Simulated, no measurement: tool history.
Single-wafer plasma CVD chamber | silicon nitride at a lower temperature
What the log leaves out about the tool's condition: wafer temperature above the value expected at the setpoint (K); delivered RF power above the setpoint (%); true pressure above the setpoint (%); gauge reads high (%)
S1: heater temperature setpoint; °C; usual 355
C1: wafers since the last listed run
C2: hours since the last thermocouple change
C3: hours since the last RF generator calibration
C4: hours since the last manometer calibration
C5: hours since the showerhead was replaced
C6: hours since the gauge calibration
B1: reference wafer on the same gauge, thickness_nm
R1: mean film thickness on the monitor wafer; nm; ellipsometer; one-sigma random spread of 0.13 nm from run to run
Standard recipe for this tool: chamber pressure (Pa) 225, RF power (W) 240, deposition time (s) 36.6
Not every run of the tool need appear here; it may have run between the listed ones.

{"run": 1, "day": 0.0, "S1": 355, "chamber pressure (Pa)": 225, "RF power (W)": 240, "deposition time (s)": 36.6, "C1": 0, "C2": 1051.9, "C3": 2213.1, "C4": 5.6, "C5": 78.3, "C6": 722.8, "B1": 38.952, "R1": 35.974}
{"run": 2, "day": 1.388, "S1": 355, "chamber pressure (Pa)": 225, "RF power (W)": 240, "deposition time (s)": 36.6, "C1": 821, "C2": 1085.2, "C3": 2246.4, "C4": 38.9, "C5": 111.6, "C6": 756.1, "B1": 39.044, "R1": 36.16}
{"run": 3, "day": 2.262, "S1": 355, "chamber pressure (Pa)": 225, "RF power (W)": 240, "deposition time (s)": 36.6, "C1": 518, "C2": 1106.2, "C3": 2267.4, "C4": 59.9, "C5": 132.6, "C6": 777.1, "B1": 39.007, "R1": 35.888}
{"run": 4, "day": 3.5, "S1": 355, "chamber pressure (Pa)": 225, "RF power (W)": 240, "deposition time (s)": 36.6, "C1": 732, "C2": 1135.9, "C3": 2297.1, "C4": 89.6, "C5": 162.3, "C6": 806.8, "B1": 39.0, "R1": 35.733}
{"run": 5, "day": 4.717, "S1": 355, "chamber pressure (Pa)": 225, "RF power (W)": 240, "deposition time (s)": 36.6, "C1": 720, "C2": 1165.1, "C3": 2326.3, "C4": 118.8, "C5": 191.5, "C6": 836.0, "B1": 38.999, "R1": 35.8}
{"run": 6, "day": 5.642, "S1": 341, "chamber pressure (Pa)": 225, "RF power (W)": 205, "deposition time (s)": 42.1, "C1": 547, "C2": 1187.3, "C3": 2348.5, "C4": 141.0, "C5": 213.7, "C6": 858.2, "B1": 39.022, "R1": 38.232}
{"run": 7, "day": 6.379, "S1": 355, "chamber pressure (Pa)": 251, "RF power (W)": 240, "deposition time (s)": 29.8, "C1": 436, "C2": 1205.0, "C3": 2366.2, "C4": 158.7, "C5": 231.4, "C6": 875.9, "B1": 39.012, "R1": 29.775}
{"day": 6.9, "done": "thermocouple changed; heater temperature recalibrated"}
{"day": 7.0, "done": "RF generator calibrated"}
{"run": 8, "day": 7.142, "S1": 355, "chamber pressure (Pa)": 225, "RF power (W)": 255, "deposition time (s)": 43.8, "C1": 194, "C2": 5.8, "C3": 3.4, "C4": 177.0, "C5": 249.7, "C6": 894.2, "B1": 38.989, "R1": 44.219}
{"run": 9, "day": 8.446, "S1": 343, "chamber pressure (Pa)": 181, "RF power (W)": 270, "deposition time (s)": 43.6, "C1": 772, "C2": 37.1, "C3": 34.7, "C4": 208.3, "C5": 281.0, "C6": 925.5, "B1": 39.021, "R1": 42.81}
{"day": 8.554, "done": "gauge calibrated"}
{"run": 10, "day": 9.65, "S1": 355, "chamber pressure (Pa)": 225, "RF power (W)": 240, "deposition time (s)": 31.5, "C1": 713, "C2": 66.0, "C3": 63.6, "C4": 237.2, "C5": 309.9, "C6": 26.3, "B1": 38.966, "R1": 30.683}
{"run": 11, "day": 11.004, "S1": 367, "chamber pressure (Pa)": 225, "RF power (W)": 240, "deposition time (s)": 36.6, "C1": 802, "C2": 98.5, "C3": 96.1, "C4": 269.7, "C5": 342.4, "C6": 58.8, "B1": 38.986, "R1": 35.406}
{"run": 12, "day": 12.275, "S1": 355, "chamber pressure (Pa)": 225, "RF power (W)": 275, "deposition time (s)": 36.6, "C1": 752, "C2": 129.0, "C3": 126.6, "C4": 300.2, "C5": 372.9, "C6": 89.3, "B1": 39.006, "R1": 38.046}
{"run": 13, "day": 13.25, "S1": 355, "chamber pressure (Pa)": 225, "RF power (W)": 240, "deposition time (s)": 32.9, "C1": 577, "C2": 152.4, "C3": 150.0, "C4": 323.6, "C5": 396.3, "C6": 112.7, "B1": 38.976, "R1": 31.961}
{"run": 14, "day": 13.967, "S1": 368, "chamber pressure (Pa)": 225, "RF power (W)": 240, "deposition time (s)": 36.6, "C1": 424, "C2": 169.6, "C3": 167.2, "C4": 340.8, "C5": 413.5, "C6": 129.9, "B1": 39.027, "R1": 35.42}
{"run": 15, "day": 15.129, "S1": 363, "chamber pressure (Pa)": 199, "RF power (W)": 195, "deposition time (s)": 29.6, "C1": 688, "C2": 197.5, "C3": 195.1, "C4": 368.7, "C5": 441.4, "C6": 157.8, "B1": 39.006, "R1": 25.023}
{"run": 16, "day": 15.925, "S1": 369, "chamber pressure (Pa)": 225, "RF power (W)": 240, "deposition time (s)": 29.9, "C1": 471, "C2": 216.6, "C3": 214.2, "C4": 387.8, "C5": 460.5, "C6": 176.9, "B1": 38.994, "R1": 28.838}
{"run": 17, "day": 17.204, "S1": 368, "chamber pressure (Pa)": 199, "RF power (W)": 255, "deposition time (s)": 33.3, "C1": 757, "C2": 247.3, "C3": 244.9, "C4": 418.5, "C5": 491.2, "C6": 207.6, "B1": 39.041, "R1": 31.941}
{"run": 18, "day": 18.588, "S1": 355, "chamber pressure (Pa)": 225, "RF power (W)": 240, "deposition time (s)": 39.6, "C1": 819, "C2": 280.5, "C3": 278.1, "C4": 451.7, "C5": 524.4, "C6": 240.8, "B1": 38.931, "R1": 38.472}
{"run": 19, "day": 19.917, "S1": 367, "chamber pressure (Pa)": 225, "RF power (W)": 240, "deposition time (s)": 36.6, "C1": 787, "C2": 312.4, "C3": 310.0, "C4": 483.6, "C5": 556.3, "C6": 272.7, "B1": 38.988, "R1": 35.181}
{"run": 20, "day": 20.529, "S1": 355, "chamber pressure (Pa)": 225, "RF power (W)": 240, "deposition time (s)": 36.6, "C1": 362, "C2": 327.1, "C3": 324.7, "C4": 498.3, "C5": 571.0, "C6": 287.4, "B1": 38.997, "R1": 35.268}
{"run": 21, "day": 21.783, "S1": 355, "chamber pressure (Pa)": 225, "RF power (W)": 240, "deposition time (s)": 36.6, "C1": 742, "C2": 357.2, "C3": 354.8, "C4": 528.4, "C5": 601.1, "C6": 317.5, "B1": 39.054, "R1": 35.352}
{"run": 22, "day": 23.0, "S1": 355, "chamber pressure (Pa)": 225, "RF power (W)": 240, "deposition time (s)": 36.6, "C1": 720, "C2": 386.4, "C3": 384.0, "C4": 557.6, "C5": 630.3, "C6": 346.7, "B1": 39.001, "R1": 35.156}
{"run": 23, "day": 23.742, "S1": 355, "chamber pressure (Pa)": 225, "RF power (W)": 205, "deposition time (s)": 36.6, "C1": 439, "C2": 404.2, "C3": 401.8, "C4": 575.4, "C5": 648.1, "C6": 364.5, "B1": 39.021, "R1": 32.831}
{"run": 24, "day": 24.571, "S1": 355, "chamber pressure (Pa)": 225, "RF power (W)": 240, "deposition time (s)": 36.6, "C1": 491, "C2": 424.1, "C3": 421.7, "C4": 595.3, "C5": 668.0, "C6": 384.4, "B1": 38.975, "R1": 35.367}
{"run": 25, "day": 25.717, "S1": 355, "chamber pressure (Pa)": 225, "RF power (W)": 240, "deposition time (s)": 36.6, "C1": 678, "C2": 451.6, "C3": 449.2, "C4": 622.8, "C5": 695.5, "C6": 411.9, "B1": 38.986, "R1": 35.263}
{"run": 26, "day": 27.142, "S1": 343, "chamber pressure (Pa)": 225, "RF power (W)": 240, "deposition time (s)": 36.6, "C1": 843, "C2": 485.8, "C3": 483.4, "C4": 657.0, "C5": 729.7, "C6": 446.1, "B1": 38.991, "R1": 35.807}
{"run": 27, "day": 27.983, "S1": 343, "chamber pressure (Pa)": 225, "RF power (W)": 220, "deposition time (s)": 36.6, "C1": 498, "C2": 506.0, "C3": 503.6, "C4": 677.2, "C5": 749.9, "C6": 466.3, "B1": 38.989, "R1": 34.096}
{"run": 28, "day": 29.275, "S1": 355, "chamber pressure (Pa)": 225, "RF power (W)": 240, "deposition time (s)": 36.6, "C1": 765, "C2": 537.0, "C3": 534.6, "C4": 708.2, "C5": 780.9, "C6": 497.3, "B1": 39.0, "R1": 35.439}

Each row is a separate what-if for the run after 28, all from the same tool condition, not one after another. Results?
{"run": "A", "day": 29.292, "S1": 355, "chamber pressure (Pa)": 225, "RF power (W)": 240, "deposition time (s)": 36.6, "C1": 9, "C2": 537.4, "C3": 535.0, "C4": 708.6, "C5": 781.3, "C6": 497.7, "B1": "?", "R1": "?"}
{"run": "B", "day": 29.292, "S1": 350, "chamber pressure (Pa)": 225, "RF power (W)": 270, "deposition time (s)": 43.6, "C1": 9, "C2": 537.4, "C3": 535.0, "C4": 708.6, "C5": 781.3, "C6": 497.7, "B1": "?", "R1": "?"}
{"run": "C", "day": 29.292, "S1": 342, "chamber pressure (Pa)": 208, "RF power (W)": 240, "deposition time (s)": 36.6, "C1": 9, "C2": 537.4, "C3": 535.0, "C4": 708.6, "C5": 781.3, "C6": 497.7, "B1": "?", "R1": "?"}
{"run": "D", "day": 29.292, "S1": 344, "chamber pressure (Pa)": 205, "RF power (W)": 260, "deposition time (s)": 39.9, "C1": 9, "C2": 537.4, "C3": 535.0, "C4": 708.6, "C5": 781.3, "C6": 497.7, "B1": "?", "R1": "?"}
{"run": "E", "day": 29.292, "S1": 355, "chamber pressure (Pa)": 253, "RF power (W)": 240, "deposition time (s)": 36.6, "C1": 9, "C2": 537.4, "C3": 535.0, "C4": 708.6, "C5": 781.3, "C6": 497.7, "B1": "?", "R1": "?"}

run=A B1=39.056 R1=35.321
run=B B1=39.056 R1=44.697
run=C B1=39.056 R1=34.736
run=D B1=39.056 R1=39.237
run=E B1=39.056 R1=36.422
Take away the tool's hidden state, keep each run's random variation, and the runs would have read:
run=A R1=36.101
run=B R1=45.685
run=C R1=35.515
run=D R1=40.119
run=E R1=37.213

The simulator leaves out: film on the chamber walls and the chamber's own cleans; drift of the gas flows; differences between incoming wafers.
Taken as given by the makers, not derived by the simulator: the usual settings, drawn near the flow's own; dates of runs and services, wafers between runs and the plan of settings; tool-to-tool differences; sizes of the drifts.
